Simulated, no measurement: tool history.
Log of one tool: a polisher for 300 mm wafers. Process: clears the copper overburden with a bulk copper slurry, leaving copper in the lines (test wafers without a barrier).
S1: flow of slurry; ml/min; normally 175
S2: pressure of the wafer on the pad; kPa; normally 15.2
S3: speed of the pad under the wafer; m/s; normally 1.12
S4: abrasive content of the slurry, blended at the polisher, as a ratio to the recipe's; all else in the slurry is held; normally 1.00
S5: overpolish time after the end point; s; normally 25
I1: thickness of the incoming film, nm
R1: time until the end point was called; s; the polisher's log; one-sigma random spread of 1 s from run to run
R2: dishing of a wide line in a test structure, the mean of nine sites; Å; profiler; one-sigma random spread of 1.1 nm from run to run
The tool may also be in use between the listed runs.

run	day	S1	S2	S3	S4	S5	I1	R1	R2
1	0.000	175	15.2	1.12	1.00	25	853.1	108.0	848
# day 1.350: worn pad replaced by a new one
2	1.371	175	15.2	1.12	1.00	25	860.9	108.6	853
3	2.571	175	15.2	1.12	1.00	25	863.4	112.9	859
4	3.508	175	15.2	1.12	1.00	25	851.1	111.1	838
5	4.292	175	15.2	1.12	1.00	25	868.2	113.9	823
# day 4.971: worn pad replaced by a new one
6	5.038	175	15.2	1.12	1.00	25	845.8	111.0	850
7	5.838	175	15.2	1.12	1.00	25	848.1	112.0	838
8	6.458	175	15.2	1.12	1.00	25	839.8	111.7	828
# day 6.812: slurry nozzle cleaned
9	7.658	120	20.7	0.76	1.00	25	845.8	133.1	797
# day 8.183: worn pad replaced by a new one
# day 8.225: slurry blender recalibrated
10	8.967	175	19.3	1.22	1.00	25	852.5	85.3	979
# day 9.292: head pressure recalibrated
11	9.704	175	19.3	0.92	0.90	14	852.9	91.5	704
12	10.492	175	18.6	1.28	1.00	31	843.4	65.2	1158
13	11.042	175	15.2	1.34	1.15	25	860.5	78.3	1004
# day 11.425: worn pad replaced by a new one
14	12.429	175	20.0	1.12	1.00	25	848.5	71.3	1117
# day 12.696: head pressure recalibrated, repeated, since the last time left the tool worse
15	13.925	175	15.2	1.12	1.00	25	848.2	107.2	857
16	14.612	175	15.2	0.94	1.00	25	854.8	130.6	794
# day 14.842: worn pad replaced by a new one
17	15.329	175	15.2	1.22	1.00	25	851.9	99.7	904

Here are 4 independent what-if runs from the current tool condition. What would each one return?
A	15.350	175	11.7	1.12	1.00	25	836.4	?	?
B	15.350	175	15.2	1.12	0.85	25	836.4	?	?
C	15.350	215	15.2	1.24	1.00	38	836.4	?	?
D	15.350	175	11.7	1.36	1.00	25	836.4	?	?

run	R1	R2
A	138.1	702
B	109.2	832
C	93.8	1030
D	113.7	774
The same runs, with their run-to-run variation unchanged, on a tool lacking any hidden condition would have given:
run	R1	R2
A	138.1	702
B	109.2	832
C	93.8	1030
D	113.7	774

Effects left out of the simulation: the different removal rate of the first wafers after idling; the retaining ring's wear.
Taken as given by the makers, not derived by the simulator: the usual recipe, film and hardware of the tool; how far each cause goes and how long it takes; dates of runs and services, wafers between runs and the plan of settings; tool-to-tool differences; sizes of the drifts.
